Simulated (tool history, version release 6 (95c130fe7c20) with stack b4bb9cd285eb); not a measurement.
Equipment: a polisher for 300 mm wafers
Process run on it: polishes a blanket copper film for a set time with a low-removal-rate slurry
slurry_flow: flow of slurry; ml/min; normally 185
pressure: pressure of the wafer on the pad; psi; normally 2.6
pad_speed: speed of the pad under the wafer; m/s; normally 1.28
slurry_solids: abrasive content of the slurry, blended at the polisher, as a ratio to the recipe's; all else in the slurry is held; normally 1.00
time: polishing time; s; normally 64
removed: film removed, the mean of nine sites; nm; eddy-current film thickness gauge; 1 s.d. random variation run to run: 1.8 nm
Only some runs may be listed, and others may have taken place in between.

run,hour,slurry_flow,pressure,pad_speed,slurry_solids,time,"incoming thickness of the incoming film, nm",removed
1,0.0,185,3.2,1.28,1.00,64,1206.5,252.2
2,32.0,185,3.2,1.28,1.00,64,1227.5,245.0
3,66.5,210,2.6,1.28,1.00,64,1205.4,202.9
# hour 88.2: worn pad replaced by a new one
4,95.4,210,2.6,1.28,1.00,64,1218.2,201.7
# hour 109.9: slurry blender recalibrated
5,130.5,185,2.6,1.28,1.00,64,1208.2,199.2
# hour 142.1: slurry nozzle cleaned
6,160.2,185,2.6,1.28,1.00,64,1202.3,195.7
7,174.0,185,2.6,1.28,1.00,64,1215.6,196.4
# hour 204.1: worn pad replaced by a new one
8,204.6,185,2.6,1.28,1.00,64,1209.6,197.8
9,233.3,185,2.6,1.28,1.00,64,1207.9,194.3
10,261.9,185,2.6,1.28,1.00,64,1230.5,193.4
# hour 276.5: slurry blender recalibrated
11,288.9,185,2.6,1.28,1.00,64,1228.6,194.5
12,302.2,185,2.6,1.28,1.00,64,1196.7,192.2
# hour 315.5: head pressure recalibrated
# hour 321.6: worn pad replaced by a new one
13,336.4,185,2.6,1.28,1.00,64,1218.2,212.0
14,351.0,185,3.3,1.28,0.80,64,1210.2,257.8
15,371.8,185,3.0,1.28,1.00,64,1212.4,245.5
16,395.6,135,2.6,1.56,1.00,64,1192.1,236.9
17,408.6,185,2.6,1.28,1.00,64,1201.3,210.1
# hour 427.6: slurry blender recalibrated
18,442.3,185,2.6,1.28,1.00,64,1224.3,213.1
# hour 454.9: worn pad replaced by a new one
# hour 460.9: slurry nozzle cleaned
19,477.8,145,2.6,1.28,1.00,64,1232.1,202.9
20,506.1,145,3.4,0.86,1.10,64,1205.0,192.3
21,527.0,185,1.7,1.28,1.00,64,1196.8,137.7
22,544.2,185,2.6,1.28,1.00,64,1216.7,210.9
23,566.9,185,2.6,1.28,0.85,82,1207.5,258.7
# hour 574.9: worn pad replaced by a new one
# hour 581.8: slurry blender recalibrated
24,590.5,185,2.6,1.54,1.00,64,1200.3,246.3
25,615.0,185,2.3,1.28,1.00,64,1195.2,188.1
26,635.9,185,2.6,0.86,1.00,64,1221.3,151.4
27,653.9,185,2.6,0.94,1.00,64,1209.1,161.0

What if the next run were any one of these 4? Each begins from the tool's condition after run 27:
A,654.3,185,2.6,1.28,1.00,64,1217.9,?
B,654.3,230,2.6,1.28,0.85,78,1217.9,?
C,654.3,185,2.6,1.66,1.00,64,1217.9,?
D,654.3,185,3.1,1.28,1.00,84,1217.9,?

run,removed
A,211.2
B,256.6
C,265.3
D,330.6
Stripped of hidden state, with their random variation kept, the same runs would have yielded:
run,removed
A,212.6
B,258.2
C,267.0
D,332.6
